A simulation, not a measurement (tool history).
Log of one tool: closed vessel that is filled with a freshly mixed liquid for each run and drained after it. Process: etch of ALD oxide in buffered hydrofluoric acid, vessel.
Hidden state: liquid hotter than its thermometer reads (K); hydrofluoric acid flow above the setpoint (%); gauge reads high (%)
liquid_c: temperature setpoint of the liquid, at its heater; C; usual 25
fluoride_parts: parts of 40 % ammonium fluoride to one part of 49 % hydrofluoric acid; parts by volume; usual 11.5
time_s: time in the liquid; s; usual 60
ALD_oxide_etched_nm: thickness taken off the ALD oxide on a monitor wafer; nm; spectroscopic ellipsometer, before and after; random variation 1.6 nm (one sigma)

| run | hour | liquid_c | fluoride_parts | time_s | wafers since the last listed run | hours since the thermometer was replaced | hours since the hydrofluoric acid flow meter was replaced | hours since the gauge calibration | read-back film thickness of the ALD oxide reference wafer, read on the same gauge (nm) | ALD_oxide_etched_nm |
|---|---|---|---|---|---|---|---|---|---|---|
| 1 | 0 | 25 | 11.5 | 60 | 0 | 2398.2 | 1766.7 | 725.2 | 80.05 | 157.1 |
| 2 | 21.2 | 25 | 11.5 | 35 | 1530 | 2419.4 | 1787.9 | 746.4 | 79.99 | 90.11 |
|  | 34.8 | gauge calibrated |
| 3 | 39.6 | 25 | 11.5 | 35 | 1328 | 2437.8 | 1806.3 | 4.8 | 80.04 | 92.48 |
| 4 | 74.3 | 25 | 11.5 | 35 | 2505 | 2472.5 | 1841 | 39.5 | 80.03 | 89.83 |
|  | 82.4 | thermometer replaced |
| 5 | 105.4 | 25 | 11.5 | 60 | 2173 | 23 | 1872.1 | 70.6 | 80 | 156.75 |
| 6 | 145.4 | 25 | 11.5 | 60 | 2888 | 63 | 1912.1 | 110.6 | 79.95 | 158.38 |
| 7 | 181.3 | 25 | 11.5 | 60 | 2592 | 98.9 | 1948 | 146.5 | 79.97 | 159.64 |
| 8 | 204.3 | 25 | 11.5 | 60 | 1660 | 121.9 | 1971 | 169.5 | 80.02 | 154.95 |
| 9 | 239.9 | 25 | 11.5 | 60 | 2570 | 157.5 | 2006.6 | 205.1 | 80 | 156.65 |
| 10 | 254.2 | 25 | 11.5 | 60 | 1032 | 171.8 | 2020.9 | 219.4 | 80 | 158.99 |
| 11 | 288.6 | 25 | 14 | 30 | 2484 | 206.2 | 2055.3 | 253.8 | 80.04 | 65.41 |
| 12 | 315 | 25 | 11.5 | 75 | 1906 | 232.6 | 2081.7 | 280.2 | 79.98 | 194.66 |
| 13 | 349.1 | 25 | 11.5 | 45 | 2462 | 266.7 | 2115.8 | 314.3 | 80.01 | 117.29 |
| 14 | 369 | 23.5 | 14 | 30 | 1436 | 286.6 | 2135.7 | 334.2 | 80.02 | 58.74 |
| 15 | 397.7 | 27.5 | 15 | 35 | 2072 | 315.3 | 2164.4 | 362.9 | 80.02 | 81.75 |
| 16 | 414.1 | 25 | 11.5 | 60 | 1184 | 331.7 | 2180.8 | 379.3 | 79.97 | 156.9 |
| 17 | 447.7 | 23 | 14 | 85 | 2426 | 365.3 | 2214.4 | 412.9 | 80.03 | 162.75 |
| 18 | 469.8 | 25 | 11.5 | 60 | 1595 | 387.4 | 2236.5 | 435 | 80.03 | 157.42 |
| 19 | 492.1 | 22.5 | 13 | 45 | 1610 | 409.7 | 2258.8 | 457.3 | 80.04 | 90.53 |
| 20 | 521.3 | 25 | 11.5 | 30 | 2108 | 438.9 | 2288 | 486.5 | 80.01 | 78.18 |
| 21 | 546.1 | 25 | 11.5 | 60 | 1790 | 463.7 | 2312.8 | 511.3 | 80.05 | 155 |
| 22 | 564.3 | 25 | 11.5 | 60 | 1314 | 481.9 | 2331 | 529.5 | 80.01 | 153.22 |
|  | 607.4 | hydrofluoric acid flow meter replaced |
| 23 | 616 | 25 | 13.5 | 35 | 3661 | 533.6 | 8.6 | 581.2 | 79.99 | 78.21 |
| 24 | 629.6 | 29 | 13 | 60 | 982 | 547.2 | 22.2 | 594.8 | 80.03 | 174.16 |
| 25 | 652.1 | 25 | 11.5 | 60 | 1624 | 569.7 | 44.7 | 617.3 | 80.05 | 158.27 |
| 26 | 667.7 | 21.5 | 11.5 | 60 | 1126 | 585.3 | 60.3 | 632.9 | 79.98 | 130.21 |
| 27 | 697.7 | 25 | 8.5 | 60 | 2166 | 615.3 | 90.3 | 662.9 | 80.02 | 201.87 |
| 28 | 745.2 | 25 | 11.5 | 60 | 3430 | 662.8 | 137.8 | 710.4 | 79.96 | 157.86 |
| 29 | 764.3 | 25 | 11.5 | 80 | 1379 | 681.9 | 156.9 | 729.5 | 80.04 | 209.51 |
| 30 | 783.4 | 25 | 7.5 | 90 | 1379 | 701 | 176 | 748.6 | 79.98 | 353.36 |
|  | 786.5 | gauge calibrated |
| 31 | 809.3 | 23.5 | 7.5 | 40 | 1870 | 726.9 | 201.9 | 22.8 | 80.02 | 144.09 |
| 32 | 825 | 25 | 16 | 60 | 1133 | 742.6 | 217.6 | 38.5 | 80.02 | 113.68 |
| 33 | 854.2 | 20 | 13.5 | 45 | 2108 | 771.8 | 246.8 | 67.7 | 79.98 | 76.83 |

Hidden state at the last listed run before each entry between runs and at the first one after, where it differs:
Between runs 2 and 3: gauge calibrated (hour 34.8)
  no hidden state differs between the two runs
Between runs 4 and 5: thermometer replaced (hour 82.4)
  no hidden state differs between the two runs
Between runs 22 and 23: hydrofluoric acid flow meter replaced (hour 607.4)
  no hidden state differs between the two runs
Between runs 30 and 31: gauge calibrated (hour 786.5)
  no hidden state differs between the two runs

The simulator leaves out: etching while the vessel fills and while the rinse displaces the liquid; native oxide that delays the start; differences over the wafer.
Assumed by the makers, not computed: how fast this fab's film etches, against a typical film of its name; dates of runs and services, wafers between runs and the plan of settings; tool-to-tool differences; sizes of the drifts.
